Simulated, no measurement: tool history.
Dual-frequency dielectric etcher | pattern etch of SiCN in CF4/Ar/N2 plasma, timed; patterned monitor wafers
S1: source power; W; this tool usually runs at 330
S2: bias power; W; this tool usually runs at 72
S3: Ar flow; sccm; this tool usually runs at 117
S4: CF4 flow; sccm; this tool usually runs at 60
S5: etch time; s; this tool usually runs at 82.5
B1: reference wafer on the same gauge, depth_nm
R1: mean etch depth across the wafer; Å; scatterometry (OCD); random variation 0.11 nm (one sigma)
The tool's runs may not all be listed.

| run | hour | S1 | S2 | S3 | S4 | S5 | B1 | R1 |
|---|---|---|---|---|---|---|---|---|
| 1 | 0.0 | 400 | 72 | 117 | 60 | 64.5 | 53.6 | 481 |
| 2 | 27.3 | 330 | 72 | 117 | 60 | 82.5 | 53.6 | 534 |
| 3 | 27.7 | 330 | 89 | 117 | 47 | 62.0 | 53.6 | 417 |
| 4 | 28.0 | 400 | 80 | 91 | 60 | 105.0 | 53.6 | 827 |
| 5 | 34.2 | 330 | 72 | 117 | 60 | 69.0 | 53.6 | 447 |
| 6 | 43.2 | 250 | 79 | 93 | 60 | 82.5 | 53.6 | 511 |
| 7 | 68.7 | 410 | 57 | 117 | 69 | 94.5 | 53.6 | 650 |
| 8 | 84.1 | 390 | 72 | 105 | 60 | 82.5 | 53.6 | 598 |
| 9 | 90.2 | 330 | 72 | 117 | 60 | 82.5 | 53.6 | 534 |
| 10 | 103.3 | 290 | 72 | 117 | 54 | 74.5 | 53.6 | 448 |
| 11 | 112.6 | 330 | 79 | 117 | 60 | 82.5 | 53.6 | 555 |
| 12 | 148.4 | 330 | 72 | 117 | 56 | 66.0 | 53.6 | 425 |
| 13 | 148.8 | 330 | 72 | 117 | 60 | 82.5 | 53.6 | 538 |
| 14 | 162.5 | 330 | 72 | 117 | 60 | 82.5 | 53.6 | 539 |
| 15 | 180.3 | 360 | 72 | 105 | 60 | 82.5 | 53.6 | 576 |
| 16 | 191.9 | 330 | 72 | 130 | 60 | 82.5 | 53.6 | 528 |
| 17 | 201.0 | 330 | 72 | 117 | 60 | 82.5 | 53.6 | 539 |
| 18 | 213.4 | 330 | 72 | 117 | 60 | 82.5 | 53.6 | 539 |
| 19 | 221.8 | 330 | 72 | 117 | 68 | 99.0 | 53.6 | 663 |
| 20 | 230.5 | 330 | 72 | 117 | 60 | 82.5 | 53.6 | 539 |
| 21 | 245.3 | 380 | 72 | 140 | 65 | 59.5 | 53.6 | 410 |

Removed from this log: 6 entries logged between the listed runs. Between which two listed runs does each belong, and how does the tool's hidden state at the listed run before it compare with that at the listed run after it?
Runs 1 to 2: CF4 flow controller replaced (hour 8.7); gauge calibrated (hour 11.0); wet clean of the chamber (hour 26.8)
  etch rate over this chamber's usual, %: 3.65 -> -0.607
  measured result minus the result with no hidden state, R1: +17 -> -3 Å
Runs 6 to 7: Ar flow controller replaced (hour 58.4)
  etch rate over this chamber's usual, %: -0.523 -> -0.388
  measured result minus the result with no hidden state, R1: -2 -> -3 Å
Runs 11 to 12: bias power generator calibrated (hour 133.0); upper electrode replaced (hour 147.9)
  etch rate over this chamber's usual, %: -0.155 -> 0.0345
  measured result minus the result with no hidden state, R1: -1 -> +0 Å
